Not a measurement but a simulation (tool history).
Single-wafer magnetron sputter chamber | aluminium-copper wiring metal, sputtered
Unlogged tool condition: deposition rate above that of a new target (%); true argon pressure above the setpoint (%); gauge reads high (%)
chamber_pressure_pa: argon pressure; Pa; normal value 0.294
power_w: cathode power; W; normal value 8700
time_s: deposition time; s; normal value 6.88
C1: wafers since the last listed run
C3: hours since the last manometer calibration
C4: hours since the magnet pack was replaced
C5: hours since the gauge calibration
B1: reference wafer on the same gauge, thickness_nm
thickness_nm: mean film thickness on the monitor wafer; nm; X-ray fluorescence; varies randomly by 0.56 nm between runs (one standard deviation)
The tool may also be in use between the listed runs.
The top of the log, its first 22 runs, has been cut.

Run 23, day 73.929: usual settings but time_s 7.46 s; C1 2432; wafers on the sputter target 3585; C3 291.4; C4 180.5; C5 750.3; B1 139.923. Result: thickness_nm 129.844 nm.
Run 24, day 78.067: usual settings but chamber_pressure_pa 0.333 Pa, time_s 7.64 s; C1 2354; wafers on the sputter target 5940; C3 390.7; C4 279.8; C5 849.6; B1 139.945. Result: thickness_nm 129.331 nm.
Run 25, day 81.083: usual settings but time_s 8.12 s; C1 1716; wafers on the sputter target 7656; C3 463.1; C4 352.2; C5 922; B1 139.966. Result: thickness_nm 139.114 nm.
Run 26, day 84.154: usual settings but chamber_pressure_pa 0.397 Pa, power_w 6950 W, time_s 6.4 s; C1 1747; wafers on the sputter target 9404; C3 536.8; C4 425.9; C5 995.7; B1 140.194. Result: thickness_nm 82.068 nm.
Run 27, day 86.446: usual settings but time_s 7.38 s; C1 1304; wafers on the sputter target 10708; C3 591.8; C4 480.9; C5 1050.7; B1 140.114. Result: thickness_nm 126.156 nm.
Run 28, day 90.421: usual settings but chamber_pressure_pa 0.232 Pa, time_s 6.16 s; C1 2262; wafers on the sputter target 12971; C3 687.2; C4 576.3; C5 1146.1; B1 139.881. Result: thickness_nm 108.507 nm.
Run 29, day 92.933: usual settings but chamber_pressure_pa 0.252 Pa, power_w 7100 W; C1 1429; wafers on the sputter target 14401; C3 747.5; C4 636.6; C5 1206.4; B1 139.952. Result: thickness_nm 96.828 nm.
Run 30, day 94.896: usual settings; C1 1116; wafers on the sputter target 15517; C3 794.6; C4 683.7; C5 1253.5; B1 140.122. Result: thickness_nm 114.25 nm.
At day 95.496: sputter target and shields replaced.
Run 31, day 97: usual settings; C1 1007; wafers on the sputter target 856; C3 845.1; C4 734.2; C5 1304; B1 140.029. Result: thickness_nm 120.761 nm.
Run 32, day 101.417: usual settings but chamber_pressure_pa 0.341 Pa, power_w 7150 W, time_s 5.94 s; C1 2513; wafers on the sputter target 3370; C3 951.1; C4 840.2; C5 1410; B1 139.838. Result: thickness_nm 83.01 nm.
Run 33, day 105.471: usual settings but chamber_pressure_pa 0.183 Pa, power_w 10700 W, time_s 8.05 s; C1 2307; wafers on the sputter target 5677; C3 1048.4; C4 937.5; C5 1507.3; B1 139.781. Result: thickness_nm 184.47 nm.

Forecast each of these 5 alternatives for the next run:
Run A, day 105.488: usual settings but chamber_pressure_pa 0.181 Pa; C1 9; wafers on the sputter target 5687; C3 1048.8; C4 937.9; C5 1507.7; B1 ?. Result: thickness_nm ?.
Run B, day 105.488: usual settings but chamber_pressure_pa 0.351 Pa, time_s 6.46 s; C1 9; wafers on the sputter target 5687; C3 1048.8; C4 937.9; C5 1507.7; B1 ?. Result: thickness_nm ?.
Run C, day 105.488: usual settings but power_w 9550 W, time_s 8.11 s; C1 9; wafers on the sputter target 5687; C3 1048.8; C4 937.9; C5 1507.7; B1 ?. Result: thickness_nm ?.
Run D, day 105.488: usual settings but chamber_pressure_pa 0.203 Pa; C1 9; wafers on the sputter target 5687; C3 1048.8; C4 937.9; C5 1507.7; B1 ?. Result: thickness_nm ?.
Run E, day 105.488: usual settings but chamber_pressure_pa 0.24 Pa; C1 9; wafers on the sputter target 5687; C3 1048.8; C4 937.9; C5 1507.7; B1 ?. Result: thickness_nm ?.

run       B1  thickness_nm
  A  140.001       129.813
  B  140.001       107.981
  C  140.001       154.356
  D  140.001       127.755
  E  140.001       124.392
With no hidden state in the tool, these same runs would have given:
run  thickness_nm
  A       133.235
  B       110.828
  C       158.425
  D       131.122
  E       127.671

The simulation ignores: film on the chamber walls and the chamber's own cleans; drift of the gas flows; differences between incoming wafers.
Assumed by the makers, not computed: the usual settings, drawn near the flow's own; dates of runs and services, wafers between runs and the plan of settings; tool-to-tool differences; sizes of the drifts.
